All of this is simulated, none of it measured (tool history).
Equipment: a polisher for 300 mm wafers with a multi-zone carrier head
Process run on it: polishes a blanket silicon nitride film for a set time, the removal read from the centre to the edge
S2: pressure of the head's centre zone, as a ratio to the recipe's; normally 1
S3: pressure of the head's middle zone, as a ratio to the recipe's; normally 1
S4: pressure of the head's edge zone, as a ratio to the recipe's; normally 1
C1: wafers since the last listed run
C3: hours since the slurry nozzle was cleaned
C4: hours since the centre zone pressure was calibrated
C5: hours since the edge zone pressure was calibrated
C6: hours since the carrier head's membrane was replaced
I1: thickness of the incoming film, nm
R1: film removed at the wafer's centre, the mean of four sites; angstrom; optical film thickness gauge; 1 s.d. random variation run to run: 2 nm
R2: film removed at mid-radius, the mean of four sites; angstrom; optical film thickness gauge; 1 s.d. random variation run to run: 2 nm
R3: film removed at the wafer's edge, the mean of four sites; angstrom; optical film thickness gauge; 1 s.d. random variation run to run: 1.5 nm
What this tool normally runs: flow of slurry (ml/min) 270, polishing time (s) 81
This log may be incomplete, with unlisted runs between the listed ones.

Run 1, hour 0: usual settings but S3 1.09; C1 0; wafers polished on this pad 270; C3 600.5; C4 275.9; C5 645.6; C6 928.5; I1 690.3. Result: R1 1432 angstrom, R2 1491 angstrom, R3 1408 angstrom.
Run 2, hour 31.6: usual settings but S3 1.09; C1 241; wafers polished on this pad 512; C3 632.1; C4 307.5; C5 677.2; C6 960.1; I1 687.9. Result: R1 1434 angstrom, R2 1517 angstrom, R3 1401 angstrom.
At hour 45.7: edge zone pressure recalibrated.
At hour 71.2: slurry nozzle cleaned.
Run 3, hour 80.2: usual settings but S3 1.09; C1 348; wafers polished on this pad 860; C3 9; C4 356.1; C5 34.5; C6 1008.7; I1 689.2. Result: R1 1394 angstrom, R2 1421 angstrom, R3 1384 angstrom.
Run 4, hour 133.1: usual settings but S4 0.95; C1 404; wafers polished on this pad 1264; C3 61.9; C4 409; C5 87.4; C6 1061.6; I1 676.3. Result: R1 1305 angstrom, R2 1294 angstrom, R3 1309 angstrom.
At hour 182.6: worn pad replaced by a new one.
Run 5, hour 203.3: usual settings; C1 506; wafers polished on this pad 158; C3 132.1; C4 479.2; C5 157.6; C6 1131.8; I1 699.8. Result: R1 1423 angstrom, R2 1424 angstrom, R3 1404 angstrom.
Run 6, hour 253.2: usual settings; C1 381; wafers polished on this pad 539; C3 182; C4 529.1; C5 207.5; C6 1181.7; I1 695.7. Result: R1 1411 angstrom, R2 1363 angstrom, R3 1383 angstrom.
Run 7, hour 301.7: usual settings; C1 370; wafers polished on this pad 910; C3 230.5; C4 577.6; C5 256; C6 1230.2; I1 688.9. Result: R1 1359 angstrom, R2 1335 angstrom, R3 1361 angstrom.
Run 8, hour 371.8: usual settings; C1 535; wafers polished on this pad 1446; C3 300.6; C4 647.7; C5 326.1; C6 1300.3; I1 684.3. Result: R1 1334 angstrom, R2 1312 angstrom, R3 1327 angstrom.
At hour 390.3: worn pad replaced by a new one.
At hour 411.3: carrier head's membrane replaced by a new one, of another model than before.
Run 9, hour 466.9: usual settings; C1 658; wafers polished on this pad 547; C3 395.7; C4 742.8; C5 421.2; C6 55.6; I1 697.5. Result: R1 1426 angstrom, R2 1386 angstrom, R3 1406 angstrom.
Run 10, hour 505.3: usual settings but S3 1.09; C1 293; wafers polished on this pad 840; C3 434.1; C4 781.2; C5 459.6; C6 94; I1 690.2. Result: R1 1389 angstrom, R2 1518 angstrom, R3 1383 angstrom.
At hour 539.9: centre zone pressure recalibrated.
At hour 586: worn pad replaced by a new one.
At hour 640.1: slurry nozzle cleaned.
Run 11, hour 668: usual settings but S3 1.09, S4 1.11, polishing time (s) 99; C1 1190; wafers polished on this pad 619; C3 27.9; C4 128.1; C5 622.3; C6 256.7; I1 698.1. Result: R1 1740 angstrom, R2 1867 angstrom, R3 1813 angstrom.
At hour 701.1: edge zone pressure recalibrated.
Run 12, hour 711.3: usual settings but flow of slurry (ml/min) 355, polishing time (s) 58; C1 315; wafers polished on this pad 934; C3 71.2; C4 171.4; C5 10.2; C6 300; I1 683.6. Result: R1 1051 angstrom, R2 993 angstrom, R3 996 angstrom.
Run 13, hour 747.5: usual settings but S4 0.93; C1 276; wafers polished on this pad 1211; C3 107.4; C4 207.6; C5 46.4; C6 336.2; I1 699.1. Result: R1 1386 angstrom, R2 1311 angstrom, R3 1309 angstrom.
At hour 759.5: worn pad replaced by a new one.
Run 14, hour 784.8: usual settings but S4 0.97; C1 254; wafers polished on this pad 193; C3 144.7; C4 244.9; C5 83.7; C6 373.5; I1 689.2. Result: R1 1452 angstrom, R2 1405 angstrom, R3 1400 angstrom.
Run 15, hour 844.3: usual settings but S2 1.07, S3 0.92, S4 0.97; C1 454; wafers polished on this pad 647; C3 204.2; C4 304.4; C5 143.2; C6 433; I1 687.2. Result: R1 1490 angstrom, R2 1246 angstrom, R3 1391 angstrom.
Run 16, hour 912.1: usual settings but S3 1.09; C1 518; wafers polished on this pad 1166; C3 272; C4 372.2; C5 211; C6 500.8; I1 682.1. Result: R1 1340 angstrom, R2 1492 angstrom, R3 1374 angstrom.
At hour 939.1: worn pad replaced by a new one.
Run 17, hour 939.6: usual settings but flow of slurry (ml/min) 335, S2 0.93, S3 0.92, S4 1.06; C1 179; wafers polished on this pad 3; C3 299.5; C4 399.7; C5 238.5; C6 528.3; I1 692.2. Result: R1 1400 angstrom, R2 1295 angstrom, R3 1498 angstrom.
Run 18, hour 970.9: usual settings but flow of slurry (ml/min) 365, S3 0.89, S4 1.11; C1 239; wafers polished on this pad 243; C3 330.8; C4 431; C5 269.8; C6 559.6; I1 689.2. Result: R1 1482 angstrom, R2 1214 angstrom, R3 1516 angstrom.

Branching from run 18: 4 alternative next runs. What would each branch give?
Run A, hour 971.4: usual settings; C1 3; wafers polished on this pad 246; C3 331.3; C4 431.5; C5 270.3; C6 560.1; I1 693.9. Result: R1 ?, R2 ?, R3 ?.
Run B, hour 971.4: usual settings but flow of slurry (ml/min) 365, S2 1.06, S3 0.97; C1 3; wafers polished on this pad 246; C3 331.3; C4 431.5; C5 270.3; C6 560.1; I1 693.9. Result: R1 ?, R2 ?, R3 ?.
Run C, hour 971.4: usual settings but flow of slurry (ml/min) 355, S4 0.9, polishing time (s) 96; C1 3; wafers polished on this pad 246; C3 331.3; C4 431.5; C5 270.3; C6 560.1; I1 693.9. Result: R1 ?, R2 ?, R3 ?.
Run D, hour 971.4: usual settings but S2 0.94, S3 1.12, S4 0.9, polishing time (s) 100; C1 3; wafers polished on this pad 246; C3 331.3; C4 431.5; C5 270.3; C6 560.1; I1 693.9. Result: R1 ?, R2 ?, R3 ?.

run    R1    R2    R3
  A  1431  1376  1432
  B  1542  1361  1467
  C  1749  1677  1678
  D  1693  1970  1707
With the hidden condition removed and each run's random variation left untouched, the same runs would have given:
run    R1    R2    R3
  A  1438  1383  1440
  B  1550  1368  1474
  C  1757  1685  1687
  D  1701  1980  1715
